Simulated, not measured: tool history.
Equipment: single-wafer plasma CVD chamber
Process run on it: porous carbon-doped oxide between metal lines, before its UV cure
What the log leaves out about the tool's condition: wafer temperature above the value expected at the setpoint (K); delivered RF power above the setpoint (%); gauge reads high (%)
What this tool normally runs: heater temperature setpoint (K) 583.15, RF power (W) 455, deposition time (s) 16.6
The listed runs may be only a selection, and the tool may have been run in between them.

| run | hour | heater temperature setpoint (K) | RF power (W) | deposition time (s) | wafers since the last listed run | hours since the last thermocouple change | hours since the last RF generator calibration | hours since the showerhead was replaced | hours since the gauge calibration | read-back reference wafer on the same gauge, thickness_nm | mean film thickness on the monitor wafer (angstrom) |
|---|---|---|---|---|---|---|---|---|---|---|---|
| 1 | 0 | 583.15 | 500 | 16.6 | 0 | 1270.1 | 1958.2 | 7721.4 | 135.9 | 79.963 | 883.23 |
| 2 | 12.4 | 583.15 | 500 | 16.6 | 378 | 1282.5 | 1970.6 | 7733.8 | 148.3 | 79.917 | 892.35 |
| 3 | 30.2 | 583.15 | 500 | 16.6 | 542 | 1300.3 | 1988.4 | 7751.6 | 166.1 | 79.836 | 889.04 |
| 4 | 45.9 | 583.15 | 455 | 16.6 | 478 | 1316 | 2004.1 | 7767.3 | 181.8 | 79.974 | 833.3 |
| 5 | 57 | 583.15 | 455 | 16.6 | 338 | 1327.1 | 2015.2 | 7778.4 | 192.9 | 79.896 | 823.78 |
| 6 | 70.8 | 583.15 | 455 | 16.6 | 420 | 1340.9 | 2029 | 7792.2 | 206.7 | 79.957 | 828.74 |
| 7 | 87.8 | 583.15 | 455 | 16.6 | 518 | 1357.9 | 2046 | 7809.2 | 223.7 | 79.764 | 828.48 |
| 8 | 104.4 | 583.15 | 455 | 18.9 | 506 | 1374.5 | 2062.6 | 7825.8 | 240.3 | 79.988 | 942.78 |
| 9 | 119.8 | 583.15 | 455 | 16.6 | 469 | 1389.9 | 2078 | 7841.2 | 255.7 | 79.984 | 830.59 |
| 10 | 130.5 | 583.15 | 455 | 16.6 | 326 | 1400.6 | 2088.7 | 7851.9 | 266.4 | 79.895 | 827.56 |
|  | 138.1 | gauge calibrated |
| 11 | 147.5 | 583.15 | 490 | 13.6 | 518 | 1417.6 | 2105.7 | 7868.9 | 9.4 | 79.837 | 722.73 |
| 12 | 154.3 | 598.15 | 375 | 19.2 | 207 | 1424.4 | 2112.5 | 7875.7 | 16.2 | 79.972 | 753.8 |
| 13 | 170.5 | 588.15 | 500 | 18 | 493 | 1440.6 | 2128.7 | 7891.9 | 32.4 | 79.831 | 934.72 |
| 14 | 179.4 | 576.15 | 370 | 17.5 | 271 | 1449.5 | 2137.6 | 7900.8 | 41.3 | 79.911 | 761.2 |
| 15 | 188.2 | 583.15 | 390 | 16.6 | 268 | 1458.3 | 2146.4 | 7909.6 | 50.1 | 79.963 | 729.34 |
|  | 197.2 | thermocouple changed; heater temperature recalibrated |
| 16 | 206.2 | 595.15 | 455 | 18.7 | 304 | 9 | 2164.4 | 7927.6 | 68.1 | 79.823 | 875.17 |
|  | 240 | showerhead replaced |
|  | 241 | RF generator calibrated |
| 17 | 255.2 | 583.15 | 455 | 16.6 | 1220 | 58 | 14.2 | 15.2 | 117.1 | 79.971 | 828.63 |
| 18 | 272 | 583.15 | 500 | 16.6 | 512 | 74.8 | 31 | 32 | 133.9 | 79.948 | 889.2 |
| 19 | 282.2 | 583.15 | 455 | 16.6 | 310 | 85 | 41.2 | 42.2 | 144.1 | 79.912 | 827.88 |
| 20 | 291.7 | 583.15 | 455 | 16.6 | 289 | 94.5 | 50.7 | 51.7 | 153.6 | 79.883 | 831.9 |
| 21 | 307.8 | 583.15 | 490 | 16.6 | 490 | 110.6 | 66.8 | 67.8 | 169.7 | 79.761 | 877.87 |

Consider 5 possible next runs. They are alternatives, not a sequence: every one starts from the tool as it was left by run 21. What does each give?
| A | 308.2 | 583.15 | 455 | 16.6 | 12 | 111 | 67.2 | 68.2 | 170.1 | ? | ? |
| B | 308.2 | 589.15 | 385 | 17.5 | 12 | 111 | 67.2 | 68.2 | 170.1 | ? | ? |
| C | 308.2 | 583.15 | 455 | 13.6 | 12 | 111 | 67.2 | 68.2 | 170.1 | ? | ? |
| D | 308.2 | 576.15 | 525 | 13.6 | 12 | 111 | 67.2 | 68.2 | 170.1 | ? | ? |
| E | 308.2 | 573.15 | 485 | 16.6 | 12 | 111 | 67.2 | 68.2 | 170.1 | ? | ? |

| run | read-back reference wafer on the same gauge, thickness_nm | mean film thickness on the monitor wafer (angstrom) |
|---|---|---|
| A | 80.028 | 828.8 |
| B | 80.028 | 733.54 |
| C | 80.028 | 683.85 |
| D | 80.028 | 788.74 |
| E | 80.028 | 919.43 |
Take away the tool's hidden state, keep each run's random variation, and the runs would have read:
| run | mean film thickness on the monitor wafer (angstrom) |
|---|---|
| A | 828.8 |
| B | 733.54 |
| C | 683.85 |
| D | 788.74 |
| E | 919.43 |

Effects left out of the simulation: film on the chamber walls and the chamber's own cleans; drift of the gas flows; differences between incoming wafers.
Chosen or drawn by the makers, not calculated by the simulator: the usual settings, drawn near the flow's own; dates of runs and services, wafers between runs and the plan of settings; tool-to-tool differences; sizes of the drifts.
